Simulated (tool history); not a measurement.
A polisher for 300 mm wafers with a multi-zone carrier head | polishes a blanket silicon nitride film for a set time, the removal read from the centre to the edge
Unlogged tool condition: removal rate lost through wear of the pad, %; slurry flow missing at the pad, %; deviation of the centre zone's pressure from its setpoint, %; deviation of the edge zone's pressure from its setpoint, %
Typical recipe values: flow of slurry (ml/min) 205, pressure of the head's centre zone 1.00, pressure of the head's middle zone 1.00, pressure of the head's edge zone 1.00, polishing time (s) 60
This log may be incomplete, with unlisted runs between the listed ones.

run   hour  flow of slurry (ml/min)  pressure of the head's centre zone  pressure of the head's middle zone  pressure of the head's edge zone  polishing time (s)  wafers since the last listed run  wafers polished on this pad  hours since the slurry nozzle was cleaned  hours since the centre zone pressure was calibrated  hours since the edge zone pressure was calibrated  hours since the carrier head's membrane was replaced  incoming thickness of the incoming film, nm  film removed at the wafer's centre (Å)  film removed at mid-radius (Å)  film removed at the wafer's edge (Å)
  1    0.0                      205                                1.00                                1.00                              1.00                  60                                 0                           10                                      133.8                                               1051.2                                              644.7                                                1619.8                                        831.0                                    1140                            1051                                  1040
  2   21.6                      205                                1.00                                1.00                              1.00                  60                               164                          175                                      155.4                                               1072.8                                              666.3                                                1641.4                                        845.7                                    1146                            1043                                  1034
  3   47.3                      205                                1.00                                1.00                              1.00                  60                               196                          371                                      181.1                                               1098.5                                              692.0                                                1667.1                                        840.0                                    1144                            1050                                  1018
  4   83.1                      205                                1.00                                1.00                              0.97                  60                               273                          644                                      216.9                                               1134.3                                              727.8                                                1702.9                                        833.8                                    1140                            1048                                   999
     105.4  -- slurry nozzle cleaned
  5  105.9                      205                                1.00                                1.00                              0.97                  60                               166                          810                                        0.5                                               1157.1                                              750.6                                                1725.7                                        824.0                                    1161                            1039                                  1011
     129.9  -- worn pad replaced by a new one
     132.5  -- edge zone pressure recalibrated
  6  133.7                      205                                1.00                                1.00                              0.97                  60                               166                           13                                       28.3                                               1184.9                                                1.2                                                1753.5                                        830.8                                    1163                            1055                                  1023
  7  155.4                      205                                1.00                                1.00                              0.96                  60                               165                          178                                       50.0                                               1206.6                                               22.9                                                1775.2                                        844.8                                    1168                            1036                                  1018
     164.8  -- carrier head's membrane replaced by a new one
  8  171.4                      205                                1.00                                1.00                              0.96                  60                                83                          262                                       66.0                                               1222.6                                               38.9                                                   6.6                                        846.3                                    1154                            1046                                  1005
  9  199.5                      205                                1.00                                1.00                              1.00                  60                               214                          477                                       94.1                                               1250.7                                               67.0                                                  34.7                                        839.0                                    1176                            1042                                  1029
 10  230.5                      205                                1.11                                1.11                              1.05                  80                               236                          713                                      125.1                                               1281.7                                               98.0                                                  65.7                                        828.1                                    1682                            1518                                  1409
 11  251.1                      205                                1.11                                1.00                              1.08                  60                               157                          870                                      145.7                                               1302.3                                              118.6                                                  86.3                                        834.4                                    1239                            1034                                  1078
     274.7  -- worn pad replaced by a new one
 12  282.4                      260                                1.00                                1.00                              1.00                  60                               208                           58                                      177.0                                               1333.6                                              149.9                                                 117.6                                        842.5                                    1186                            1073                                  1062
 13  313.8                      265                                1.00                                0.94                              1.00                  60                               239                          297                                      208.4                                               1365.0                                              181.3                                                 149.0                                        849.3                                    1201                            1007                                  1053
     328.1  -- slurry nozzle cleaned
     342.9  -- centre zone pressure recalibrated
 14  343.4                      205                                1.00                                1.00                              1.00                  60                               202                          500                                       15.3                                                  0.5                                              210.9                                                 178.6                                        835.1                                    1087                            1037                                  1027
 15  364.2                      155                                1.00                                1.10                              1.00                  43                               158                          659                                       36.1                                                 21.3                                              231.7                                                 199.4                                        830.6                                     734                             790                                   735
 16  377.0                      205                                1.00                                0.91                              1.00                  60                                97                          757                                       48.9                                                 34.1                                              244.5                                                 212.2                                        844.3                                    1059                             968                                  1029
     399.0  -- worn pad replaced by a new one
 17  399.5                      230                                1.00                                1.00                              1.00                  69                               141                            4                                       71.4                                                 56.6                                              267.0                                                 234.7                                        852.0                                    1274                            1220                                  1204
 18  423.7                      205                                1.00                                1.00                              1.00                  48                               184                          188                                       95.6                                                 80.8                                              291.2                                                 258.9                                        835.6                                     862                             832                                   820
 19  452.2                      205                                1.00                                1.00                              1.00                  48                               217                          406                                      124.1                                                109.3                                              319.7                                                 287.4                                        824.7                                     862                             842                                   833
 20  470.6                      205                                1.11                                1.11                              1.05                  80                               140                          546                                      142.5                                                127.7                                              338.1                                                 305.8                                        844.8                                    1615                            1512                                  1395
 21  497.5                      205                                1.00                                1.00                              1.00                  60                               205                          751                                      169.4                                                154.6                                              365.0                                                 332.7                                        839.9                                    1089                            1040                                  1041
 22  528.2                      205                                1.11                                1.11                              1.05                  80                               234                          985                                      200.1                                                185.3                                              395.7                                                 363.4                                        840.3                                    1573                            1520                                  1418
     550.5  -- slurry nozzle cleaned
 23  554.2                      225                                1.00                                1.09                              1.07                  53                               190                         1176                                        3.7                                                211.3                                              421.7                                                 389.4                                        850.9                                     957                            1008                                   954

Run by run, hidden condition taken away, random variation retained:
run  film removed at the wafer's centre (Å)
  1                                    1078
  2                                    1082
  3                                    1077
  4                                    1070
  5                                    1087
  6                                    1086
  7                                    1088
  8                                    1073
  9                                    1090
 10                                    1555
 11                                    1142
 12                                    1089
 13                                    1099
 14                                    1074
 15                                     725
 16                                    1046
 17                                    1259
 18                                     851
 19                                     851
 20                                    1595
 21                                    1075
 22                                    1552
 23                                     943
film removed at mid-radius (Å) without the hidden state stays within 1 of what was measured, in all runs.
film removed at the wafer's edge (Å): unchanged from measured in all runs.

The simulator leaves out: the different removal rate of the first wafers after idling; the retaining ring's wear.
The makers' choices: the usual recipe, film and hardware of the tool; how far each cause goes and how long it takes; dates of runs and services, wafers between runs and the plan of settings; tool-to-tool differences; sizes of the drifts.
